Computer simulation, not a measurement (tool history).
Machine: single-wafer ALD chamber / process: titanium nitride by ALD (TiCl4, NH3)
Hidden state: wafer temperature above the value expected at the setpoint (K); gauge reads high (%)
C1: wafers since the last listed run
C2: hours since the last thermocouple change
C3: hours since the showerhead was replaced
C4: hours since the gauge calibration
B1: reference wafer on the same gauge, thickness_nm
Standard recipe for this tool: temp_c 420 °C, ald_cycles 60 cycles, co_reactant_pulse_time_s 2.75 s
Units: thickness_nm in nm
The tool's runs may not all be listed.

Run 1, hour 0: usual settings but ald_cycles 51 cycles; C1 0; C2 1786.5; C3 5398.4; C4 284.4; B1 1.139. Result: thickness_nm 1.078 nm.
Run 2, hour 8.4: usual settings but ald_cycles 51 cycles; C1 18; C2 1794.9; C3 5406.8; C4 292.8; B1 1.139. Result: thickness_nm 1.084 nm.
Run 3, hour 16.9: usual settings; C1 18; C2 1803.4; C3 5415.3; C4 301.3; B1 1.138. Result: thickness_nm 1.272 nm.
Run 4, hour 28.7: usual settings but temp_c 424 °C; C1 26; C2 1815.2; C3 5427.1; C4 313.1; B1 1.138. Result: thickness_nm 1.274 nm.
Run 5, hour 45.8: usual settings but temp_c 424 °C; C1 38; C2 1832.3; C3 5444.2; C4 330.2; B1 1.137. Result: thickness_nm 1.272 nm.
Run 6, hour 59: usual settings but temp_c 424 °C; C1 29; C2 1845.5; C3 5457.4; C4 343.4; B1 1.136. Result: thickness_nm 1.274 nm.
Run 7, hour 69.3: usual settings; C1 22; C2 1855.8; C3 5467.7; C4 353.7; B1 1.136. Result: thickness_nm 1.267 nm.
Run 8, hour 79: usual settings; C1 21; C2 1865.5; C3 5477.4; C4 363.4; B1 1.136. Result: thickness_nm 1.269 nm.
Run 9, hour 88.3: usual settings but co_reactant_pulse_time_s 2.38 s; C1 20; C2 1874.8; C3 5486.7; C4 372.7; B1 1.135. Result: thickness_nm 1.262 nm.
Run 10, hour 99.3: usual settings but co_reactant_pulse_time_s 2.38 s; C1 24; C2 1885.8; C3 5497.7; C4 383.7; B1 1.134. Result: thickness_nm 1.261 nm.
Run 11, hour 108.6: usual settings; C1 20; C2 1895.1; C3 5507; C4 393; B1 1.134. Result: thickness_nm 1.262 nm.
Run 12, hour 117: usual settings; C1 18; C2 1903.5; C3 5515.4; C4 401.4; B1 1.133. Result: thickness_nm 1.27 nm.
Run 13, hour 126.3: usual settings; C1 20; C2 1912.8; C3 5524.7; C4 410.7; B1 1.133. Result: thickness_nm 1.275 nm.
At hour 131.5: gauge calibrated.
Run 14, hour 138.4: usual settings; C1 26; C2 1924.9; C3 5536.8; C4 6.9; B1 1.151. Result: thickness_nm 1.29 nm.
Run 15, hour 150.6: usual settings; C1 27; C2 1937.1; C3 5549; C4 19.1; B1 1.15. Result: thickness_nm 1.282 nm.
Run 16, hour 158.7: usual settings; C1 18; C2 1945.2; C3 5557.1; C4 27.2; B1 1.15. Result: thickness_nm 1.284 nm.
At hour 174.2: thermocouple changed; heater temperature recalibrated.
Run 17, hour 174.7: usual settings but ald_cycles 48 cycles, co_reactant_pulse_time_s 2.21 s; C1 17; C2 0.5; C3 5573.1; C4 43.2; B1 1.149. Result: thickness_nm 1.025 nm.
Run 18, hour 184.9: usual settings but temp_c 426 °C, ald_cycles 53 cycles, co_reactant_pulse_time_s 3.41 s; C1 22; C2 10.7; C3 5583.3; C4 53.4; B1 1.149. Result: thickness_nm 1.14 nm.
Run 19, hour 201.9: usual settings but temp_c 413 °C, co_reactant_pulse_time_s 2.15 s; C1 37; C2 27.7; C3 5600.3; C4 70.4; B1 1.147. Result: thickness_nm 1.277 nm.
Run 20, hour 210.2: usual settings; C1 18; C2 36; C3 5608.6; C4 78.7; B1 1.148. Result: thickness_nm 1.286 nm.
Run 21, hour 220: usual settings but temp_c 424 °C, ald_cycles 69 cycles, co_reactant_pulse_time_s 1.73 s; C1 21; C2 45.8; C3 5618.4; C4 88.5; B1 1.147. Result: thickness_nm 1.458 nm.
Run 22, hour 226.2: usual settings but temp_c 410 °C; C1 13; C2 52; C3 5624.6; C4 94.7; B1 1.146. Result: thickness_nm 1.279 nm.
Run 23, hour 252: usual settings; C1 57; C2 77.8; C3 5650.4; C4 120.5; B1 1.145. Result: thickness_nm 1.283 nm.
Run 24, hour 265.7: usual settings; C1 30; C2 91.5; C3 5664.1; C4 134.2; B1 1.145. Result: thickness_nm 1.283 nm.
Run 25, hour 278.2: usual settings but co_reactant_pulse_time_s 2.25 s; C1 27; C2 104; C3 5676.6; C4 146.7; B1 1.144. Result: thickness_nm 1.269 nm.
Run 26, hour 286.5: usual settings but temp_c 407 °C, ald_cycles 63 cycles, co_reactant_pulse_time_s 3.09 s; C1 18; C2 112.3; C3 5684.9; C4 155; B1 1.144. Result: thickness_nm 1.353 nm.
At hour 305.1: showerhead replaced.
Run 27, hour 317: usual settings but temp_c 407 °C, ald_cycles 66 cycles, co_reactant_pulse_time_s 3.61 s; C1 50; C2 142.8; C3 11.9; C4 185.5; B1 1.143. Result: thickness_nm 1.408 nm.
Run 28, hour 334.9: usual settings but temp_c 411 °C; C1 39; C2 160.7; C3 29.8; C4 203.4; B1 1.141. Result: thickness_nm 1.273 nm.
Run 29, hour 359.4: usual settings but temp_c 411 °C, ald_cycles 72 cycles, co_reactant_pulse_time_s 3.72 s; C1 54; C2 185.2; C3 54.3; C4 227.9; B1 1.141. Result: thickness_nm 1.538 nm.
Run 30, hour 370.6: usual settings; C1 24; C2 196.4; C3 65.5; C4 239.1; B1 1.14. Result: thickness_nm 1.271 nm.
Run 31, hour 383.2: usual settings but temp_c 430 °C, ald_cycles 50 cycles, co_reactant_pulse_time_s 3.72 s; C1 28; C2 209; C3 78.1; C4 251.7; B1 1.14. Result: thickness_nm 1.069 nm.
Run 32, hour 392.4: usual settings but temp_c 415 °C, ald_cycles 65 cycles, co_reactant_pulse_time_s 3.82 s; C1 20; C2 218.2; C3 87.3; C4 260.9; B1 1.139. Result: thickness_nm 1.387 nm.
Run 33, hour 424.3: usual settings but temp_c 425 °C; C1 71; C2 250.1; C3 119.2; C4 292.8; B1 1.138. Result: thickness_nm 1.273 nm.
Run 34, hour 434.1: usual settings but temp_c 433 °C, ald_cycles 48 cycles; C1 21; C2 259.9; C3 129; C4 302.6; B1 1.137. Result: thickness_nm 1.013 nm.
Run 35, hour 446.3: usual settings but ald_cycles 67 cycles, co_reactant_pulse_time_s 3.05 s; C1 27; C2 272.1; C3 141.2; C4 314.8; B1 1.137. Result: thickness_nm 1.421 nm.
Run 36, hour 459.3: usual settings but temp_c 407 °C, ald_cycles 67 cycles, co_reactant_pulse_time_s 2.09 s; C1 29; C2 285.1; C3 154.2; C4 327.8; B1 1.136. Result: thickness_nm 1.399 nm.
Run 37, hour 467.4: usual settings; C1 18; C2 293.2; C3 162.3; C4 335.9; B1 1.135. Result: thickness_nm 1.266 nm.
Run 38, hour 478: usual settings but temp_c 410 °C, ald_cycles 72 cycles; C1 23; C2 303.8; C3 172.9; C4 346.5; B1 1.135. Result: thickness_nm 1.518 nm.
Run 39, hour 488.3: usual settings but temp_c 426 °C, ald_cycles 53 cycles, co_reactant_pulse_time_s 3.12 s; C1 22; C2 314.1; C3 183.2; C4 356.8; B1 1.135. Result: thickness_nm 1.121 nm.

Hidden state, per run?
wafer temperature above the value expected at the setpoint (K): 0 in every run
H1: gauge reads high (%)
run        H1
  1    -0.961
  2    -0.995
  3     -1.03
  4     -1.08
  5     -1.14
  6      -1.2
  7     -1.24
  8     -1.28
  9     -1.31
 10     -1.36
 11      -1.4
 12     -1.43
 13     -1.47
 14    0.0726
 15    0.0238
 16  -0.00862
 17   -0.0726
 18    -0.113
 19    -0.181
 20    -0.215
 21    -0.254
 22    -0.279
 23    -0.382
 24    -0.437
 25    -0.487
 26     -0.52
 27    -0.642
 28    -0.713
 29    -0.811
 30    -0.856
 31    -0.907
 32    -0.943
 33     -1.07
 34     -1.11
 35     -1.16
 36     -1.21
 37     -1.24
 38     -1.29
 39     -1.33

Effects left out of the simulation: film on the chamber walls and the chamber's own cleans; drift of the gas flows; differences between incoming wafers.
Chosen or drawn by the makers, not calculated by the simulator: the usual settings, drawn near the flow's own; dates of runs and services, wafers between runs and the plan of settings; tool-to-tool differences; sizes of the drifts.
